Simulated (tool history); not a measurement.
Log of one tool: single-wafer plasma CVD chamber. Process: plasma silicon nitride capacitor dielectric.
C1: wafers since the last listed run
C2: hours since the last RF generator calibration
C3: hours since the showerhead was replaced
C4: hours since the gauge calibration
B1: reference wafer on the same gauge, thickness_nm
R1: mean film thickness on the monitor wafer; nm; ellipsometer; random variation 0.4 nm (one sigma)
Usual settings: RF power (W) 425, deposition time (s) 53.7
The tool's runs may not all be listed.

{"run": 1, "day": 0.0, "RF power (W)": 450, "deposition time (s)": 53.7, "C1": 0, "C2": 103.1, "C3": 4382.7, "C4": 1502.5, "B1": 86.234, "R1": 74.42}
{"run": 2, "day": 2.046, "RF power (W)": 450, "deposition time (s)": 53.7, "C1": 980, "C2": 152.2, "C3": 4431.8, "C4": 1551.6, "B1": 86.131, "R1": 73.762}
{"run": 3, "day": 3.929, "RF power (W)": 425, "deposition time (s)": 53.7, "C1": 902, "C2": 197.4, "C3": 4477.0, "C4": 1596.8, "B1": 86.191, "R1": 72.915}
{"run": 4, "day": 8.096, "RF power (W)": 425, "deposition time (s)": 53.7, "C1": 1996, "C2": 297.4, "C3": 4577.0, "C4": 1696.8, "B1": 86.237, "R1": 72.465}
{"run": 5, "day": 10.933, "RF power (W)": 425, "deposition time (s)": 53.7, "C1": 1359, "C2": 365.5, "C3": 4645.1, "C4": 1764.9, "B1": 86.287, "R1": 72.557}
{"run": 6, "day": 14.017, "RF power (W)": 425, "deposition time (s)": 53.7, "C1": 1477, "C2": 439.5, "C3": 4719.1, "C4": 1838.9, "B1": 86.31, "R1": 73.448}
{"day": 14.154, "done": "gauge calibrated"}
{"run": 7, "day": 16.208, "RF power (W)": 425, "deposition time (s)": 53.7, "C1": 1050, "C2": 492.1, "C3": 4771.7, "C4": 49.3, "B1": 88.483, "R1": 74.13}
{"run": 8, "day": 19.125, "RF power (W)": 480, "deposition time (s)": 53.7, "C1": 1397, "C2": 562.1, "C3": 4841.7, "C4": 119.3, "B1": 88.111, "R1": 77.02}
{"run": 9, "day": 22.917, "RF power (W)": 480, "deposition time (s)": 53.7, "C1": 1817, "C2": 653.1, "C3": 4932.7, "C4": 210.3, "B1": 88.108, "R1": 77.182}
{"run": 10, "day": 27.208, "RF power (W)": 425, "deposition time (s)": 53.7, "C1": 2056, "C2": 756.1, "C3": 5035.7, "C4": 313.3, "B1": 87.526, "R1": 73.607}
{"run": 11, "day": 31.354, "RF power (W)": 425, "deposition time (s)": 53.7, "C1": 1986, "C2": 855.6, "C3": 5135.2, "C4": 412.8, "B1": 87.235, "R1": 74.231}
{"run": 12, "day": 33.55, "RF power (W)": 425, "deposition time (s)": 53.7, "C1": 1052, "C2": 908.3, "C3": 5187.9, "C4": 465.5, "B1": 87.006, "R1": 72.88}
{"run": 13, "day": 37.021, "RF power (W)": 485, "deposition time (s)": 53.7, "C1": 1663, "C2": 991.6, "C3": 5271.2, "C4": 548.8, "B1": 86.975, "R1": 76.054}
{"run": 14, "day": 40.504, "RF power (W)": 485, "deposition time (s)": 53.7, "C1": 1669, "C2": 1075.2, "C3": 5354.8, "C4": 632.4, "B1": 87.003, "R1": 76.784}
{"run": 15, "day": 43.425, "RF power (W)": 485, "deposition time (s)": 53.7, "C1": 1399, "C2": 1145.3, "C3": 5424.9, "C4": 702.5, "B1": 86.579, "R1": 76.044}
{"run": 16, "day": 56.817, "RF power (W)": 375, "deposition time (s)": 59.9, "C1": 6417, "C2": 1466.7, "C3": 5746.3, "C4": 1023.9, "B1": 86.28, "R1": 78.624}
{"run": 17, "day": 60.158, "RF power (W)": 375, "deposition time (s)": 59.9, "C1": 1601, "C2": 1546.9, "C3": 5826.5, "C4": 1104.1, "B1": 86.157, "R1": 77.953}
{"run": 18, "day": 64.325, "RF power (W)": 375, "deposition time (s)": 59.9, "C1": 1996, "C2": 1646.9, "C3": 5926.5, "C4": 1204.1, "B1": 86.026, "R1": 78.218}
{"run": 19, "day": 68.262, "RF power (W)": 425, "deposition time (s)": 53.7, "C1": 1886, "C2": 1741.4, "C3": 6021.0, "C4": 1298.6, "B1": 86.143, "R1": 72.6}
{"run": 20, "day": 70.779, "RF power (W)": 475, "deposition time (s)": 47.2, "C1": 1206, "C2": 1801.8, "C3": 6081.4, "C4": 1359.0, "B1": 86.198, "R1": 66.508}
{"run": 21, "day": 73.029, "RF power (W)": 450, "deposition time (s)": 63.2, "C1": 1078, "C2": 1855.8, "C3": 6135.4, "C4": 1413.0, "B1": 85.805, "R1": 87.26}
{"run": 22, "day": 74.788, "RF power (W)": 425, "deposition time (s)": 53.7, "C1": 842, "C2": 1898.0, "C3": 6177.6, "C4": 1455.2, "B1": 85.864, "R1": 72.832}
{"run": 23, "day": 77.567, "RF power (W)": 350, "deposition time (s)": 53.7, "C1": 1331, "C2": 1964.7, "C3": 6244.3, "C4": 1521.9, "B1": 85.85, "R1": 68.125}
{"run": 24, "day": 81.071, "RF power (W)": 360, "deposition time (s)": 64.3, "C1": 1679, "C2": 2048.8, "C3": 6328.4, "C4": 1606.0, "B1": 86.076, "R1": 83.412}
{"run": 25, "day": 83.2, "RF power (W)": 360, "deposition time (s)": 64.3, "C1": 1020, "C2": 2099.9, "C3": 6379.5, "C4": 1657.1, "B1": 85.751, "R1": 82.784}
{"run": 26, "day": 87.333, "RF power (W)": 495, "deposition time (s)": 53.7, "C1": 1980, "C2": 2199.1, "C3": 6478.7, "C4": 1756.3, "B1": 85.869, "R1": 76.498}
{"run": 27, "day": 90.562, "RF power (W)": 425, "deposition time (s)": 53.7, "C1": 1547, "C2": 2276.6, "C3": 6556.2, "C4": 1833.8, "B1": 85.858, "R1": 72.084}
{"run": 28, "day": 94.438, "RF power (W)": 360, "deposition time (s)": 64.3, "C1": 1856, "C2": 2369.6, "C3": 6649.2, "C4": 1926.8, "B1": 85.67, "R1": 83.117}
{"day": 97.892, "done": "gauge calibrated"}
{"run": 29, "day": 98.808, "RF power (W)": 425, "deposition time (s)": 47.6, "C1": 2094, "C2": 2474.5, "C3": 6754.1, "C4": 22.0, "B1": 88.988, "R1": 67.275}
{"day": 100.312, "done": "RF generator calibrated"}
{"day": 101.85, "done": "showerhead replaced"}
{"run": 30, "day": 106.738, "RF power (W)": 480, "deposition time (s)": 50.3, "C1": 3480, "C2": 154.2, "C3": 117.3, "C4": 212.3, "B1": 88.144, "R1": 71.854}
{"run": 31, "day": 110.842, "RF power (W)": 395, "deposition time (s)": 62.4, "C1": 1966, "C2": 252.7, "C3": 215.8, "C4": 310.8, "B1": 87.852, "R1": 84.894}
{"run": 32, "day": 114.021, "RF power (W)": 470, "deposition time (s)": 43.5, "C1": 1523, "C2": 329.0, "C3": 292.1, "C4": 387.1, "B1": 87.508, "R1": 61.863}
{"run": 33, "day": 116.417, "RF power (W)": 390, "deposition time (s)": 49.5, "C1": 1148, "C2": 386.5, "C3": 349.6, "C4": 444.6, "B1": 87.451, "R1": 66.067}
{"run": 34, "day": 119.871, "RF power (W)": 395, "deposition time (s)": 62.4, "C1": 1655, "C2": 469.4, "C3": 432.5, "C4": 527.5, "B1": 87.295, "R1": 83.694}
{"run": 35, "day": 123.571, "RF power (W)": 425, "deposition time (s)": 53.7, "C1": 1773, "C2": 558.2, "C3": 521.3, "C4": 616.3, "B1": 87.161, "R1": 73.06}
{"run": 36, "day": 126.404, "RF power (W)": 425, "deposition time (s)": 53.7, "C1": 1357, "C2": 626.2, "C3": 589.3, "C4": 684.3, "B1": 86.89, "R1": 73.473}
{"run": 37, "day": 128.317, "RF power (W)": 395, "deposition time (s)": 45.3, "C1": 916, "C2": 672.1, "C3": 635.2, "C4": 730.2, "B1": 87.016, "R1": 60.21}
{"run": 38, "day": 132.625, "RF power (W)": 425, "deposition time (s)": 45.5, "C1": 2064, "C2": 775.5, "C3": 738.6, "C4": 833.6, "B1": 86.744, "R1": 62.482}

Run 39 comes next. What will it give?
{"run": 39, "day": 134.771, "RF power (W)": 475, "deposition time (s)": 57.5, "C1": 1028, "C2": 827.0, "C3": 790.1, "C4": 885.1, "B1": "?", "R1": "?"}

Run 39 gave B1 86.693, R1 80.905 nm.
Without the tool's hidden state the same run would have given R1 83.138 nm.
